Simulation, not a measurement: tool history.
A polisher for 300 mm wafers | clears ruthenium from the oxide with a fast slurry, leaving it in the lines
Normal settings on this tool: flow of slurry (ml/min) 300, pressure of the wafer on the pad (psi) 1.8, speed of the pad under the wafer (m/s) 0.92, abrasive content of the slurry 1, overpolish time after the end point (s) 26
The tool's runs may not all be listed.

run,hour,flow of slurry (ml/min),pressure of the wafer on the pad (psi),speed of the pad under the wafer (m/s),abrasive content of the slurry,overpolish time after the end point (s),"incoming thickness of the incoming film, nm",time until the end point was called (s),dishing of a wide line in a test structure (nm)
1,0,300,1.8,0.92,1,26,170.4,60.8,38.7
# hour 12.9: slurry blender recalibrated
2,13.4,300,1.8,0.92,1,26,169.8,61.9,39.5
3,25,300,1.8,0.92,1,26,167.9,61.4,38
4,41.5,300,1.8,0.92,1,26,170.6,61.4,36.2
5,55.6,300,1.8,0.92,1,26,168,61.7,37.3
# hour 59.8: worn pad replaced by a new one
6,68.3,300,1.8,0.92,1,26,168,61.2,37.7
7,74.9,300,1.8,0.92,1,26,170.4,61.8,37.5
8,89.8,300,1.8,0.92,1,20,168.7,62.2,32.1
9,104.2,300,1.8,0.92,1,20,168.5,61.9,31.5
10,120.1,300,1.8,0.92,1,20,169,63.7,31.8
11,131.5,300,1.8,0.92,0.9,26,169,64.2,35.8
# hour 139.7: worn pad replaced by a new one
# hour 152.8: slurry nozzle cleaned
12,160.4,300,1.8,0.92,0.9,26,170,67,35.9
13,169.9,300,1.3,0.92,1,26,170,87.6,30
14,182.7,300,1.8,0.92,1,26,173.3,64.6,36.9
15,195.1,300,1.8,0.92,1,26,168.8,65.5,37
# hour 208.6: worn pad replaced by a new one
16,209.1,300,2.3,0.92,0.9,26,172.2,52,42.6
# hour 214: head pressure recalibrated
17,214.5,245,2.4,0.92,1.1,33,169.8,49.2,44.4
18,232,395,2.2,0.92,1,26,172.5,55.5,40.6
# hour 237.3: slurry blender recalibrated
19,240.6,300,1.8,0.92,1,26,170.9,70.1,36.5
20,255.8,300,1.8,0.92,1,26,169.8,68.4,35.5
# hour 269.4: head pressure recalibrated, repeated, since the last time left the tool worse
21,269.9,300,1.3,0.92,1,26,173.4,82.9,32.8
22,281.2,300,1.8,0.92,1.2,26,168.8,53.9,40.5
# hour 287.6: worn pad replaced by a new one
23,293.6,300,1.8,0.92,1,38,170.3,58.6,46.9
24,300.1,210,1.8,0.92,1,38,168.9,59.9,45.5
25,330,300,2.1,0.92,0.8,26,166.6,54.1,40.8

What would each run have given without the hidden state, its run-to-run variation left as it was?
Hidden state present: removal rate lost through wear of the pad, %; slurry flow missing at the pad, %; deviation of the head's pressure from its setpoint, %; abrasive missing from the slurry, %.
run,time until the end point was called (s),dishing of a wide line in a test structure (nm)
1,57.3,40
2,58.2,40.8
3,57.6,39.3
4,57.4,37.5
5,57.6,38.8
6,57,39.2
7,57.5,39
8,57.7,33.6
9,57.3,33.1
10,58.9,33.4
11,59.2,37.5
12,61.5,37.7
13,80.2,31.7
14,59.1,38.8
15,59.8,38.9
16,47.3,44.6
17,41.9,46.9
18,47.2,43.9
19,59.4,40.1
20,57.9,39
21,82.8,32.9
22,53.7,40.6
23,58.3,47
24,59.5,45.6
25,53.5,41.1

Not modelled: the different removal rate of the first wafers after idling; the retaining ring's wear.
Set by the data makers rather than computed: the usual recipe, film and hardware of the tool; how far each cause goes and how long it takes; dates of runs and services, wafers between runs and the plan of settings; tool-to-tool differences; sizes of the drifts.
